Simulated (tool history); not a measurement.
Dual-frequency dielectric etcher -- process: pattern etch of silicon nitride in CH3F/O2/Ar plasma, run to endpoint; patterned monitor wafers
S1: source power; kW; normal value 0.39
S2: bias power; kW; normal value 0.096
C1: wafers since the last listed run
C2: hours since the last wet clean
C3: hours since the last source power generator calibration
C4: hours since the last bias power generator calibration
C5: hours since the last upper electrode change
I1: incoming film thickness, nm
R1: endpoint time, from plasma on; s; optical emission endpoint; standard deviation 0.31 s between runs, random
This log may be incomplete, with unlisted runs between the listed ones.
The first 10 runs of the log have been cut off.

run     day    S1     S2   C1     C2      C3      C4     C5     I1    R1
     15.083  -- upper electrode replaced
 11  15.104  0.44  0.096  268    268  3800.6  2419.5    0.5  37.28  47.7
 12  15.121  0.44  0.096    6  268.4    3801  2419.9    0.9  37.07  47.6
 13    15.9  0.39  0.096  280  287.1  3819.7  2438.6   19.6   37.2  49.7
 14  17.188  0.39  0.096  464    318  3850.6  2469.5   50.5  37.23  49.6
 15  17.771  0.39  0.096  210    332  3864.6  2483.5   64.5  37.04  49.4
 16  18.658  0.42  0.096  320  353.3  3885.9  2504.8   85.8   37.2  48.3
 17  19.796  0.39  0.112  410  380.6  3913.2  2532.1  113.1  36.98  46.5
 18  20.392  0.46  0.113  214  394.9  3927.5  2546.4  127.4  37.22  44.2
       22.1  -- wet clean of the chamber
 19  22.121  0.45  0.114  262    0.5    3969  2587.9  168.9  36.84  46.2
 20  22.392  0.39  0.088   97      7  3975.5  2594.4  175.4  37.03  52.3
 21  23.042  0.32  0.085  234   22.6  3991.1    2610    191  36.55  55.9
       23.4  -- source power generator calibrated
     24.292  -- bias power generator calibrated
 22  24.454  0.39  0.096  389   56.5    25.3     3.9  224.9  36.53  49.9
 23  25.075  0.35  0.116  223   71.4    40.2    18.8  239.8  37.14  49.9
 24  26.512  0.39  0.096  518  105.9    74.7    53.3  274.3  37.03  50.4
 25  27.167  0.39  0.096  235  121.6    90.4      69    290  36.86  50.1
 26  28.017  0.43  0.105  306    142   110.8    89.4  310.4  37.35  48.1
 27  28.992  0.31  0.113  351  165.4   134.2   112.8  333.8  37.03  51.7
 28  30.229  0.34  0.096  446  195.1   163.9   142.5  363.5   37.1  51.9
 29  30.962  0.39  0.082  264  212.7   181.5   160.1  381.1  37.06  52.2
 30  32.279  0.34  0.119  474  244.3   213.1   191.7  412.7  37.26  48.6
 31  32.979  0.32  0.096  252  261.1   229.9   208.5  429.5  37.22  52.8
 32  33.633  0.31  0.117  235  276.8   245.6   224.2  445.2  36.81  49.3
 33  34.621  0.35  0.072  356  300.5   269.3   247.9  468.9  37.05  55.4
 34  35.138  0.39  0.096  186  312.9   281.7   260.3  481.3  37.13  49.2

What if the next run were any one of these 5? Each begins from the tool's condition after run 34:
  A  35.154  0.39  0.096   6  313.3  282.1  260.7  481.7  37.03   ?
  B  35.154  0.35  0.103   6  313.3  282.1  260.7  481.7  37.03   ?
  C  35.154  0.39  0.073   6  313.3  282.1  260.7  481.7  37.03   ?
  D  35.154  0.33  0.096   6  313.3  282.1  260.7  481.7  37.03   ?
  E  35.154   0.3  0.106   6  313.3  282.1  260.7  481.7  37.03   ?

run    R1
  A  49.4
  B  50.2
  C  53.5
  D  52.3
  E  52.4
Take away the tool's hidden state, keep each run's random variation, and the runs would have read:
run    R1
  A  51.9
  B  52.7
  C  56.1
  D  54.9
  E  54.9
